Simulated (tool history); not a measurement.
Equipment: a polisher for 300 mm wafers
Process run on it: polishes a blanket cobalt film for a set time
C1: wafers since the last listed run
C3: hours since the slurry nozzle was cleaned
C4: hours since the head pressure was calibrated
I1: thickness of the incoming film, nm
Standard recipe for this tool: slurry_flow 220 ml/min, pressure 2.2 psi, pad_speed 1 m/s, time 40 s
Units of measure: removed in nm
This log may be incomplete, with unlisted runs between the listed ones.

{"run": 1, "hour": 0.0, "slurry_flow": 220, "pressure": 2.2, "pad_speed": 1.08, "time": 40, "C1": 0, "wafers polished on this pad": 639, "C3": 320.8, "C4": 475.8, "I1": 632.7, "removed": 230.7}
{"run": 2, "hour": 12.0, "slurry_flow": 220, "pressure": 2.2, "pad_speed": 1, "time": 40, "C1": 139, "wafers polished on this pad": 778, "C3": 332.8, "C4": 487.8, "I1": 622.6, "removed": 208.7}
{"run": 3, "hour": 22.7, "slurry_flow": 220, "pressure": 2.2, "pad_speed": 1, "time": 40, "C1": 123, "wafers polished on this pad": 902, "C3": 343.5, "C4": 498.5, "I1": 635.8, "removed": 208.4}
{"hour": 56.5, "done": "worn pad replaced by a new one"}
{"run": 4, "hour": 57.5, "slurry_flow": 260, "pressure": 2.2, "pad_speed": 1, "time": 40, "C1": 356, "wafers polished on this pad": 11, "C3": 378.3, "C4": 533.3, "I1": 635.8, "removed": 200.6}
{"run": 5, "hour": 66.6, "slurry_flow": 260, "pressure": 2.2, "pad_speed": 1, "time": 40, "C1": 105, "wafers polished on this pad": 116, "C3": 387.4, "C4": 542.4, "I1": 638, "removed": 199.1}
{"run": 6, "hour": 81.2, "slurry_flow": 260, "pressure": 2.2, "pad_speed": 1, "time": 40, "C1": 169, "wafers polished on this pad": 285, "C3": 402, "C4": 557, "I1": 633.4, "removed": 198.2}
{"run": 7, "hour": 93.2, "slurry_flow": 220, "pressure": 2.2, "pad_speed": 1, "time": 40, "C1": 139, "wafers polished on this pad": 424, "C3": 414, "C4": 569, "I1": 628.8, "removed": 190}
{"hour": 99.6, "done": "slurry nozzle cleaned"}
{"run": 8, "hour": 104.6, "slurry_flow": 220, "pressure": 1.8, "pad_speed": 1, "time": 40, "C1": 120, "wafers polished on this pad": 545, "C3": 5, "C4": 580.4, "I1": 628.8, "removed": 158}
{"run": 9, "hour": 121.6, "slurry_flow": 220, "pressure": 2.7, "pad_speed": 1.2, "time": 40, "C1": 196, "wafers polished on this pad": 742, "C3": 22, "C4": 597.4, "I1": 624.8, "removed": 268.8}
{"hour": 133.8, "done": "worn pad replaced by a new one, repeated, since the last time left the tool worse"}
{"run": 10, "hour": 134.3, "slurry_flow": 220, "pressure": 2.7, "pad_speed": 1.2, "time": 40, "C1": 100, "wafers polished on this pad": 6, "C3": 34.7, "C4": 610.1, "I1": 629.7, "removed": 318.9}
{"run": 11, "hour": 142.8, "slurry_flow": 220, "pressure": 2.2, "pad_speed": 1, "time": 40, "C1": 98, "wafers polished on this pad": 104, "C3": 43.2, "C4": 618.6, "I1": 625.9, "removed": 214}
{"run": 12, "hour": 151.2, "slurry_flow": 220, "pressure": 2.2, "pad_speed": 1, "time": 40, "C1": 97, "wafers polished on this pad": 201, "C3": 51.6, "C4": 627, "I1": 636.7, "removed": 214.1}
{"run": 13, "hour": 167.2, "slurry_flow": 220, "pressure": 2.2, "pad_speed": 1, "time": 40, "C1": 185, "wafers polished on this pad": 387, "C3": 67.6, "C4": 643, "I1": 626.4, "removed": 215.2}
{"run": 14, "hour": 176.5, "slurry_flow": 220, "pressure": 2.2, "pad_speed": 1, "time": 45, "C1": 107, "wafers polished on this pad": 495, "C3": 76.9, "C4": 652.3, "I1": 623.8, "removed": 240.5}
{"run": 15, "hour": 190.6, "slurry_flow": 220, "pressure": 2.2, "pad_speed": 1, "time": 45, "C1": 163, "wafers polished on this pad": 658, "C3": 91, "C4": 666.4, "I1": 624.4, "removed": 236.5}
{"run": 16, "hour": 207.0, "slurry_flow": 220, "pressure": 2.2, "pad_speed": 1, "time": 45, "C1": 190, "wafers polished on this pad": 848, "C3": 107.4, "C4": 682.8, "I1": 634.4, "removed": 234.8}
{"hour": 218.7, "done": "head pressure recalibrated"}
{"run": 17, "hour": 219.8, "slurry_flow": 220, "pressure": 1.6, "pad_speed": 1, "time": 36, "C1": 125, "wafers polished on this pad": 973, "C3": 120.2, "C4": 1.1, "I1": 628.4, "removed": 138.2}
{"hour": 229.2, "done": "worn pad replaced by a new one"}
{"run": 18, "hour": 232.7, "slurry_flow": 220, "pressure": 2.2, "pad_speed": 0.88, "time": 40, "C1": 103, "wafers polished on this pad": 40, "C3": 133.1, "C4": 14, "I1": 621.1, "removed": 192}
{"run": 19, "hour": 244.9, "slurry_flow": 285, "pressure": 1.9, "pad_speed": 1.2, "time": 26, "C1": 141, "wafers polished on this pad": 181, "C3": 145.3, "C4": 26.2, "I1": 625.8, "removed": 151.8}
{"run": 20, "hour": 255.5, "slurry_flow": 275, "pressure": 1.7, "pad_speed": 1, "time": 30, "C1": 122, "wafers polished on this pad": 304, "C3": 155.9, "C4": 36.8, "I1": 637.1, "removed": 130.2}
{"run": 21, "hour": 268.0, "slurry_flow": 220, "pressure": 2.2, "pad_speed": 1, "time": 40, "C1": 144, "wafers polished on this pad": 449, "C3": 168.4, "C4": 49.3, "I1": 622.7, "removed": 215.9}
{"run": 22, "hour": 285.7, "slurry_flow": 220, "pressure": 2.2, "pad_speed": 1, "time": 40, "C1": 205, "wafers polished on this pad": 654, "C3": 186.1, "C4": 67, "I1": 635.6, "removed": 214.7}
{"run": 23, "hour": 297.3, "slurry_flow": 175, "pressure": 2.2, "pad_speed": 1.28, "time": 31, "C1": 134, "wafers polished on this pad": 789, "C3": 197.7, "C4": 78.6, "I1": 643.3, "removed": 202.8}
{"run": 24, "hour": 313.9, "slurry_flow": 220, "pressure": 2.9, "pad_speed": 1, "time": 52, "C1": 192, "wafers polished on this pad": 981, "C3": 214.3, "C4": 95.2, "I1": 622.3, "removed": 352.9}
{"run": 25, "hour": 328.3, "slurry_flow": 240, "pressure": 2.2, "pad_speed": 0.86, "time": 53, "C1": 166, "wafers polished on this pad": 1148, "C3": 228.7, "C4": 109.6, "I1": 626.7, "removed": 237.2}
{"run": 26, "hour": 334.5, "slurry_flow": 220, "pressure": 2.2, "pad_speed": 0.9, "time": 40, "C1": 71, "wafers polished on this pad": 1220, "C3": 234.9, "C4": 115.8, "I1": 622.3, "removed": 183.2}
{"hour": 347.8, "done": "worn pad replaced by a new one"}
{"run": 27, "hour": 348.3, "slurry_flow": 195, "pressure": 2.4, "pad_speed": 1.26, "time": 40, "C1": 113, "wafers polished on this pad": 6, "C3": 248.7, "C4": 129.6, "I1": 630.5, "removed": 292.4}
{"run": 28, "hour": 358.8, "slurry_flow": 220, "pressure": 2.9, "pad_speed": 1, "time": 45, "C1": 121, "wafers polished on this pad": 127, "C3": 259.2, "C4": 140.1, "I1": 633.6, "removed": 323.1}
{"run": 29, "hour": 366.9, "slurry_flow": 265, "pressure": 2.2, "pad_speed": 1, "time": 40, "C1": 93, "wafers polished on this pad": 221, "C3": 267.3, "C4": 148.2, "I1": 626, "removed": 220}
{"run": 30, "hour": 383.0, "slurry_flow": 290, "pressure": 2.2, "pad_speed": 1.28, "time": 49, "C1": 186, "wafers polished on this pad": 408, "C3": 283.4, "C4": 164.3, "I1": 630.8, "removed": 345.3}
{"run": 31, "hour": 393.0, "slurry_flow": 220, "pressure": 2.2, "pad_speed": 1, "time": 53, "C1": 115, "wafers polished on this pad": 524, "C3": 293.4, "C4": 174.3, "I1": 625.5, "removed": 283.4}

Expected results for the next run?
{"run": 32, "hour": 407.5, "slurry_flow": 220, "pressure": 2.2, "pad_speed": 1, "time": 28, "C1": 168, "wafers polished on this pad": 692, "C3": 307.9, "C4": 188.8, "I1": 633.3, "removed": "?"}

{"run 32": {"removed": 147.6}}
If the tool had no hidden condition, the same run with the same run-to-run variation would have returned removed 153.3 nm.
